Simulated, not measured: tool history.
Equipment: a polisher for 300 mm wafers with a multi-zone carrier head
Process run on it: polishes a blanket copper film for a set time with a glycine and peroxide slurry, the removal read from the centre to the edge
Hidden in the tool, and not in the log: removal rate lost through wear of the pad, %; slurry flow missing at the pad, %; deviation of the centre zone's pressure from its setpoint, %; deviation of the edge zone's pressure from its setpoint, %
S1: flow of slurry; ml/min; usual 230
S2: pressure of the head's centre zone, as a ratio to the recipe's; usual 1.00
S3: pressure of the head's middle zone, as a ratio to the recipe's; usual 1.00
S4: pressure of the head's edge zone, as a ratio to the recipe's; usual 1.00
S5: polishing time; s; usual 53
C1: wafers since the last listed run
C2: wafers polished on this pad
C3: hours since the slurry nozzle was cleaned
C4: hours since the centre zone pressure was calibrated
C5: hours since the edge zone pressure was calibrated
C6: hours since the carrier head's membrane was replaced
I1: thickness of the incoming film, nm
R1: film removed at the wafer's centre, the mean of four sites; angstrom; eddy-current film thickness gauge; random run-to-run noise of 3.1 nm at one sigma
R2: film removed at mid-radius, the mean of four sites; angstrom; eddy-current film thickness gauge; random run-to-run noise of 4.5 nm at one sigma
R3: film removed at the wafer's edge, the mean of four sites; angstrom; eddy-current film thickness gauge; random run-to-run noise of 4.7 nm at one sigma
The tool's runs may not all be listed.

run	hour	S1	S2	S3	S4	S5	C1	C2	C3	C4	C5	C6	I1	R1	R2	R3
1	0.0	230	1.00	1.00	1.00	53	0	8	517.2	591.6	1196.3	1154.7	2041.3	2841	2922	2914
2	10.6	230	1.00	1.00	1.00	53	163	171	527.8	602.2	1206.9	1165.3	2016.4	2866	3000	3042
# hour 15.2: edge zone pressure recalibrated
3	18.6	230	1.00	1.00	0.96	53	92	264	535.8	610.2	3.4	1173.3	2020.5	2822	3008	2972
4	28.4	230	1.00	1.00	0.96	53	151	415	545.6	620.0	13.2	1183.1	1994.5	2818	2902	2908
5	41.3	230	1.00	1.00	1.00	53	199	615	558.5	632.9	26.1	1196.0	2020.7	2842	2858	2971
# hour 55.6: carrier head's membrane replaced by a new one
6	56.1	230	1.00	0.91	1.05	53	151	766	573.3	647.7	40.9	0.5	1985.9	2846	2801	3021
7	61.8	230	1.00	1.00	1.00	53	88	854	579.0	653.4	46.6	6.2	2033.9	2830	2884	2980
8	68.3	230	0.96	1.04	0.93	53	100	954	585.5	659.9	53.1	12.7	2033.4	2740	2939	2840
9	76.1	285	0.93	1.00	0.91	71	120	1075	593.3	667.7	60.9	20.5	1976.8	3643	4028	3940
10	85.5	230	1.00	1.00	1.00	53	145	1220	602.7	677.1	70.3	29.9	2004.3	2824	2873	2981
# hour 93.8: centre zone pressure recalibrated
# hour 97.1: worn pad replaced by a new one
11	99.2	230	1.00	1.00	1.05	53	129	31	616.4	5.4	84.0	43.6	1973.7	2816	2912	3032
12	105.2	230	1.00	1.00	1.00	53	92	124	622.4	11.4	90.0	49.6	1996.2	2767	2913	2975
13	122.1	230	1.00	1.00	1.09	53	261	385	639.3	28.3	106.9	66.5	2038.6	2788	2836	3070
14	130.4	230	1.00	1.00	0.89	53	128	513	647.6	36.6	115.2	74.8	2017.0	2755	2853	2800
15	138.8	270	1.12	1.09	0.97	53	129	643	656.0	45.0	123.6	83.2	2013.1	3207	3137	2986
16	146.3	230	1.00	1.00	1.00	53	115	759	663.5	52.5	131.1	90.7	2016.9	2750	2874	2936
17	157.9	230	0.96	0.92	1.03	53	179	938	675.1	64.1	142.7	102.3	2016.8	2642	2708	3017
# hour 178.4: slurry nozzle cleaned
# hour 189.2: worn pad replaced by a new one
18	193.5	230	1.00	1.00	1.00	53	472	66	15.1	99.7	178.3	137.9	2008.1	3039	3125	3134
19	231.7	230	0.91	1.05	1.00	59	589	656	53.3	137.9	216.5	176.1	1997.6	3049	3558	3439
20	240.9	270	0.95	1.08	1.06	53	142	798	62.5	147.1	225.7	185.3	1991.2	2907	3253	3332
21	256.3	230	1.00	1.00	1.00	53	237	1036	77.9	162.5	241.1	200.7	2029.3	2984	3193	3201
22	266.3	230	0.95	0.96	1.11	38	154	1191	87.9	172.5	251.1	210.7	2008.1	2070	2156	2340
23	278.1	210	1.00	1.00	1.00	53	182	1373	99.7	184.3	262.9	222.5	2007.2	2977	3022	3172

What if the next run were any one of these 3? Each begins from the tool's condition after run 23:
A	278.5	230	1.00	1.00	1.00	53	6	1379	100.1	184.7	263.3	222.9	2030.2	?	?	?
B	278.5	280	1.00	1.00	1.00	53	6	1379	100.1	184.7	263.3	222.9	2030.2	?	?	?
C	278.5	280	1.00	1.00	1.00	59	6	1379	100.1	184.7	263.3	222.9	2030.2	?	?	?

run	R1	R2	R3
A	3029	3041	3221
B	3110	3114	3279
C	3462	3466	3650
Had the tool no hidden state, the same runs would have come out as:
run	R1	R2	R3
A	3072	3080	3252
B	3146	3147	3305
C	3503	3503	3679

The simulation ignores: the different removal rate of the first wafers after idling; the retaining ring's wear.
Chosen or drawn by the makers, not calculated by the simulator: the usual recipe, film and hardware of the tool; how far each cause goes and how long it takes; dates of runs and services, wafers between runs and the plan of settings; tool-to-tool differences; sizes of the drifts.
